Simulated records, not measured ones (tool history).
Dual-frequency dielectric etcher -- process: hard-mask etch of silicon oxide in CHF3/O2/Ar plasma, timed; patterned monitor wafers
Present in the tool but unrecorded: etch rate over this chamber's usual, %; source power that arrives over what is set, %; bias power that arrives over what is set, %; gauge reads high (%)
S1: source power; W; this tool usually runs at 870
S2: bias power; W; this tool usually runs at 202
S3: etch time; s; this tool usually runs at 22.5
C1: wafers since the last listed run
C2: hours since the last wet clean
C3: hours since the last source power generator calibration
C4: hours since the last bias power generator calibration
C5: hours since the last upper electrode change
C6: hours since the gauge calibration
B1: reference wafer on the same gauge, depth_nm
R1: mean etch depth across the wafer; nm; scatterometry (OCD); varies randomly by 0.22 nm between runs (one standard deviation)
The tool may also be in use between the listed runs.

{"run": 1, "hour": 0.0, "S1": 700, "S2": 202, "S3": 19, "C1": 0, "C2": 43, "C3": 2867.7, "C4": 3280.3, "C5": 2309.1, "C6": 454.2, "B1": 56.9, "R1": 38.5}
{"run": 2, "hour": 26.4, "S1": 700, "S2": 202, "S3": 19, "C1": 415, "C2": 69.4, "C3": 2894.1, "C4": 3306.7, "C5": 2335.5, "C6": 480.6, "B1": 57, "R1": 38.3}
{"run": 3, "hour": 57.0, "S1": 730, "S2": 166, "S3": 22.5, "C1": 482, "C2": 100, "C3": 2924.7, "C4": 3337.3, "C5": 2366.1, "C6": 511.2, "B1": 57, "R1": 43.1}
{"hour": 66.8, "done": "gauge calibrated"}
{"run": 4, "hour": 76.7, "S1": 730, "S2": 166, "S3": 22.5, "C1": 310, "C2": 119.7, "C3": 2944.4, "C4": 3357, "C5": 2385.8, "C6": 9.9, "B1": 56.9, "R1": 43.5}
{"run": 5, "hour": 103.6, "S1": 730, "S2": 166, "S3": 22.5, "C1": 423, "C2": 146.6, "C3": 2971.3, "C4": 3383.9, "C5": 2412.7, "C6": 36.8, "B1": 56.9, "R1": 43.6}
{"run": 6, "hour": 136.9, "S1": 870, "S2": 202, "S3": 22.5, "C1": 524, "C2": 179.9, "C3": 3004.6, "C4": 3417.2, "C5": 2446, "C6": 70.1, "B1": 56.9, "R1": 52}
{"run": 7, "hour": 163.2, "S1": 870, "S2": 202, "S3": 22.5, "C1": 414, "C2": 206.2, "C3": 3030.9, "C4": 3443.5, "C5": 2472.3, "C6": 96.4, "B1": 56.9, "R1": 51.7}
{"run": 8, "hour": 191.4, "S1": 870, "S2": 202, "S3": 22.5, "C1": 444, "C2": 234.4, "C3": 3059.1, "C4": 3471.7, "C5": 2500.5, "C6": 124.6, "B1": 56.9, "R1": 52}
{"run": 9, "hour": 226.0, "S1": 870, "S2": 202, "S3": 22.5, "C1": 545, "C2": 269, "C3": 3093.7, "C4": 3506.3, "C5": 2535.1, "C6": 159.2, "B1": 56.9, "R1": 52}
{"run": 10, "hour": 240.0, "S1": 870, "S2": 169, "S3": 22.5, "C1": 220, "C2": 283, "C3": 3107.7, "C4": 3520.3, "C5": 2549.1, "C6": 173.2, "B1": 56.8, "R1": 48}
{"run": 11, "hour": 253.8, "S1": 870, "S2": 169, "S3": 22.5, "C1": 217, "C2": 296.8, "C3": 3121.5, "C4": 3534.1, "C5": 2562.9, "C6": 187, "B1": 57, "R1": 48.7}
{"run": 12, "hour": 270.4, "S1": 870, "S2": 202, "S3": 22.5, "C1": 261, "C2": 313.4, "C3": 3138.1, "C4": 3550.7, "C5": 2579.5, "C6": 203.6, "B1": 57, "R1": 52.3}
{"hour": 329.2, "done": "source power generator calibrated"}
{"hour": 339.8, "done": "upper electrode replaced"}
{"run": 13, "hour": 340.3, "S1": 870, "S2": 202, "S3": 22.5, "C1": 871, "C2": 383.3, "C3": 11.1, "C4": 3620.6, "C5": 0.5, "C6": 273.5, "B1": 56.8, "R1": 52.7}
{"run": 14, "hour": 351.4, "S1": 870, "S2": 202, "S3": 22.5, "C1": 174, "C2": 394.4, "C3": 22.2, "C4": 3631.7, "C5": 11.6, "C6": 284.6, "B1": 56.9, "R1": 52.9}
{"run": 15, "hour": 364.6, "S1": 870, "S2": 169, "S3": 22.5, "C1": 207, "C2": 407.6, "C3": 35.4, "C4": 3644.9, "C5": 24.8, "C6": 297.8, "B1": 56.8, "R1": 49}
{"run": 16, "hour": 378.4, "S1": 870, "S2": 202, "S3": 22.5, "C1": 217, "C2": 421.4, "C3": 49.2, "C4": 3658.7, "C5": 38.6, "C6": 311.6, "B1": 56.9, "R1": 52.2}
{"run": 17, "hour": 403.0, "S1": 930, "S2": 225, "S3": 17.5, "C1": 387, "C2": 446, "C3": 73.8, "C4": 3683.3, "C5": 63.2, "C6": 336.2, "B1": 56.9, "R1": 44.6}
{"hour": 445.1, "done": "wet clean of the chamber"}
{"run": 18, "hour": 473.7, "S1": 990, "S2": 183, "S3": 17, "C1": 735, "C2": 28.6, "C3": 144.5, "C4": 3754, "C5": 133.9, "C6": 406.9, "B1": 56.9, "R1": 39.7}
{"hour": 501.7, "done": "bias power generator calibrated"}
{"run": 19, "hour": 502.2, "S1": 870, "S2": 158, "S3": 22.5, "C1": 386, "C2": 57.1, "C3": 173, "C4": 0.5, "C5": 162.4, "C6": 435.4, "B1": 56.9, "R1": 46.3}
{"run": 20, "hour": 519.0, "S1": 870, "S2": 231, "S3": 20, "C1": 264, "C2": 73.9, "C3": 189.8, "C4": 17.3, "C5": 179.2, "C6": 452.2, "B1": 56.9, "R1": 48.1}
{"hour": 533.7, "done": "gauge calibrated"}
{"run": 21, "hour": 538.4, "S1": 1080, "S2": 224, "S3": 18, "C1": 305, "C2": 93.3, "C3": 209.2, "C4": 36.7, "C5": 198.6, "C6": 4.7, "B1": 56.9, "R1": 47.5}
{"run": 22, "hour": 563.5, "S1": 870, "S2": 202, "S3": 22.5, "C1": 395, "C2": 118.4, "C3": 234.3, "C4": 61.8, "C5": 223.7, "C6": 29.8, "B1": 57, "R1": 51.4}
{"run": 23, "hour": 585.4, "S1": 870, "S2": 221, "S3": 28, "C1": 345, "C2": 140.3, "C3": 256.2, "C4": 83.7, "C5": 245.6, "C6": 51.7, "B1": 56.9, "R1": 67.2}
{"run": 24, "hour": 604.0, "S1": 870, "S2": 219, "S3": 22.5, "C1": 293, "C2": 158.9, "C3": 274.8, "C4": 102.3, "C5": 264.2, "C6": 70.3, "B1": 56.9, "R1": 53.1}
{"run": 25, "hour": 624.3, "S1": 650, "S2": 231, "S3": 20, "C1": 319, "C2": 179.2, "C3": 295.1, "C4": 122.6, "C5": 284.5, "C6": 90.6, "B1": 56.8, "R1": 41.7}
{"run": 26, "hour": 639.6, "S1": 700, "S2": 202, "S3": 19, "C1": 241, "C2": 194.5, "C3": 310.4, "C4": 137.9, "C5": 299.8, "C6": 105.9, "B1": 56.9, "R1": 39}
{"run": 27, "hour": 665.6, "S1": 990, "S2": 217, "S3": 26, "C1": 409, "C2": 220.5, "C3": 336.4, "C4": 163.9, "C5": 325.8, "C6": 131.9, "B1": 57, "R1": 66.2}
{"run": 28, "hour": 691.6, "S1": 870, "S2": 202, "S3": 22.5, "C1": 409, "C2": 246.5, "C3": 362.4, "C4": 189.9, "C5": 351.8, "C6": 157.9, "B1": 56.9, "R1": 52.4}
{"run": 29, "hour": 710.9, "S1": 950, "S2": 227, "S3": 16.5, "C1": 304, "C2": 265.8, "C3": 381.7, "C4": 209.2, "C5": 371.1, "C6": 177.2, "B1": 56.9, "R1": 42.2}
{"run": 30, "hour": 728.3, "S1": 810, "S2": 188, "S3": 26.5, "C1": 274, "C2": 283.2, "C3": 399.1, "C4": 226.6, "C5": 388.5, "C6": 194.6, "B1": 56.8, "R1": 57.6}

Each row is a separate what-if for the run after 30, all from the same tool condition, not one after another. Results?
{"run": "A", "hour": 728.7, "S1": 1030, "S2": 202, "S3": 22.5, "C1": 6, "C2": 283.6, "C3": 399.5, "C4": 227, "C5": 388.9, "C6": 195, "B1": "?", "R1": "?"}
{"run": "B", "hour": 728.7, "S1": 1030, "S2": 163, "S3": 22.5, "C1": 6, "C2": 283.6, "C3": 399.5, "C4": 227, "C5": 388.9, "C6": 195, "B1": "?", "R1": "?"}
{"run": "C", "hour": 728.7, "S1": 720, "S2": 173, "S3": 22.5, "C1": 6, "C2": 283.6, "C3": 399.5, "C4": 227, "C5": 388.9, "C6": 195, "B1": "?", "R1": "?"}
{"run": "D", "hour": 728.7, "S1": 690, "S2": 202, "S3": 22.5, "C1": 6, "C2": 283.6, "C3": 399.5, "C4": 227, "C5": 388.9, "C6": 195, "B1": "?", "R1": "?"}

run=A B1=56.9 R1=56.6
run=B B1=56.9 R1=52
run=C B1=56.9 R1=44
run=D B1=56.9 R1=45.8
With no hidden state in the tool, these same runs would have given:
run=A R1=55.3
run=B R1=50.8
run=C R1=43
run=D R1=44.8
